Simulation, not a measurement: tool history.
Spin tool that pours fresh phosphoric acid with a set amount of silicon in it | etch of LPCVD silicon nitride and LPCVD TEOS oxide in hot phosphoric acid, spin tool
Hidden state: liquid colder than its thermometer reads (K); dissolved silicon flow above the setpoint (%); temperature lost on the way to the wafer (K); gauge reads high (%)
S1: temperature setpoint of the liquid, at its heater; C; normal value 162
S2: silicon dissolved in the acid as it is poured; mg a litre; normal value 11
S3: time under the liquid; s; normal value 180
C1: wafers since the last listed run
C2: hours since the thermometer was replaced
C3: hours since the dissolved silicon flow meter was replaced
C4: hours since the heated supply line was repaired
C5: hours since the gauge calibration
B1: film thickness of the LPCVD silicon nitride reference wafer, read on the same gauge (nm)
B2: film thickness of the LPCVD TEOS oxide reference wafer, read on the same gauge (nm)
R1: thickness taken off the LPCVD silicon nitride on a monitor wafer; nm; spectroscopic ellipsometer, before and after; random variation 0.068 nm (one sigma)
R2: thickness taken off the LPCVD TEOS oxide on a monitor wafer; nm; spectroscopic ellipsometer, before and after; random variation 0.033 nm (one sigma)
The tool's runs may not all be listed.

| run | hour | S1 | S2 | S3 | C1 | C2 | C3 | C4 | C5 | B1 | B2 | R1 | R2 |
|---|---|---|---|---|---|---|---|---|---|---|---|---|---|
| 1 | 0 | 162 | 15.5 | 255 | 0 | 57.2 | 662.8 | 104.3 | 77.8 | 139.95 | 69.986 | 21.96 | 1.288 |
| 2 | 17.2 | 162 | 11 | 180 | 106 | 74.4 | 680 | 121.5 | 95 | 139.98 | 70.016 | 15.46 | 1.027 |
| 3 | 31.6 | 162 | 15.5 | 180 | 89 | 88.8 | 694.4 | 135.9 | 109.4 | 139.97 | 69.994 | 15.54 | 0.943 |
| 4 | 40.5 | 161 | 11 | 150 | 55 | 97.7 | 703.3 | 144.8 | 118.3 | 140.01 | 70.016 | 12.48 | 0.794 |
| 5 | 55.6 | 162 | 3.5 | 260 | 93 | 112.8 | 718.4 | 159.9 | 133.4 | 139.96 | 70.016 | 22.36 | 1.716 |
| 6 | 66.6 | 162 | 8 | 90 | 68 | 123.8 | 729.4 | 170.9 | 144.4 | 140.04 | 69.958 | 7.76 | 0.548 |
|  | 71.3 | dissolved silicon flow meter replaced |
| 7 | 82.7 | 162 | 11 | 180 | 93 | 139.9 | 11.4 | 187 | 160.5 | 139.99 | 70.019 | 15.38 | 1.035 |
| 8 | 133 | 162 | 6.5 | 230 | 312 | 190.2 | 61.7 | 237.3 | 210.8 | 139.98 | 69.996 | 19.65 | 1.471 |
| 9 | 146.8 | 162 | 18.5 | 180 | 85 | 204 | 75.5 | 251.1 | 224.6 | 140 | 70.016 | 15.27 | 0.827 |
| 10 | 159.8 | 163 | 7.5 | 75 | 80 | 217 | 88.5 | 264.1 | 237.6 | 140.02 | 69.999 | 6.56 | 0.496 |
| 11 | 176.9 | 160.5 | 8.5 | 100 | 106 | 234.1 | 105.6 | 281.2 | 254.7 | 139.95 | 69.992 | 8.07 | 0.538 |
| 12 | 191.4 | 162 | 17 | 110 | 89 | 248.6 | 120.1 | 295.7 | 269.2 | 139.95 | 69.984 | 9.36 | 0.507 |
| 13 | 200.2 | 162 | 11 | 180 | 54 | 257.4 | 128.9 | 304.5 | 278 | 139.99 | 70.033 | 15.36 | 1.009 |
| 14 | 211.9 | 162 | 11 | 180 | 72 | 269.1 | 140.6 | 316.2 | 289.7 | 140 | 70.006 | 15.14 | 1.055 |
| 15 | 221.8 | 159.5 | 7 | 235 | 61 | 279 | 150.5 | 326.1 | 299.6 | 139.99 | 69.993 | 18.25 | 1.212 |
| 16 | 235.1 | 162 | 11 | 180 | 82 | 292.3 | 163.8 | 339.4 | 312.9 | 139.98 | 70.02 | 15.19 | 0.943 |
| 17 | 252 | 164 | 3 | 105 | 104 | 309.2 | 180.7 | 356.3 | 329.8 | 140 | 69.979 | 9.5 | 0.777 |
| 18 | 264.8 | 162 | 11 | 180 | 79 | 322 | 193.5 | 369.1 | 342.6 | 139.98 | 70.015 | 15.26 | 0.992 |
| 19 | 272.3 | 160.5 | 11 | 180 | 46 | 329.5 | 201 | 376.6 | 350.1 | 139.98 | 69.997 | 14.5 | 0.868 |
| 20 | 278.8 | 162 | 11 | 180 | 40 | 336 | 207.5 | 383.1 | 356.6 | 140 | 70.007 | 15.14 | 0.963 |
| 21 | 294.1 | 164.5 | 14 | 180 | 94 | 351.3 | 222.8 | 398.4 | 371.9 | 140 | 69.994 | 16.45 | 1.162 |
| 22 | 310.7 | 165 | 16 | 150 | 103 | 367.9 | 239.4 | 415 | 388.5 | 139.99 | 69.974 | 14.02 | 0.888 |

Here are 4 independent what-if runs from the current tool condition. What would each one return?
| A | 311.2 | 162 | 11 | 180 | 3 | 368.4 | 239.9 | 415.5 | 389 | ? | ? | ? | ? |
| B | 311.2 | 161 | 13.5 | 270 | 3 | 368.4 | 239.9 | 415.5 | 389 | ? | ? | ? | ? |
| C | 311.2 | 163.5 | 2.5 | 180 | 3 | 368.4 | 239.9 | 415.5 | 389 | ? | ? | ? | ? |
| D | 311.2 | 162 | 4.5 | 180 | 3 | 368.4 | 239.9 | 415.5 | 389 | ? | ? | ? | ? |

| run | B1 | B2 | R1 | R2 |
|---|---|---|---|---|
| A | 139.98 | 70.017 | 15.2 | 1.01 |
| B | 139.98 | 70.017 | 22.05 | 1.327 |
| C | 139.98 | 70.017 | 15.98 | 1.346 |
| D | 139.98 | 70.017 | 15.2 | 1.159 |
Take away the tool's hidden state, keep each run's random variation, and the runs would have read:
| run | R1 | R2 |
|---|---|---|
| A | 15.87 | 1.111 |
| B | 23.03 | 1.46 |
| C | 16.68 | 1.479 |
| D | 15.87 | 1.275 |
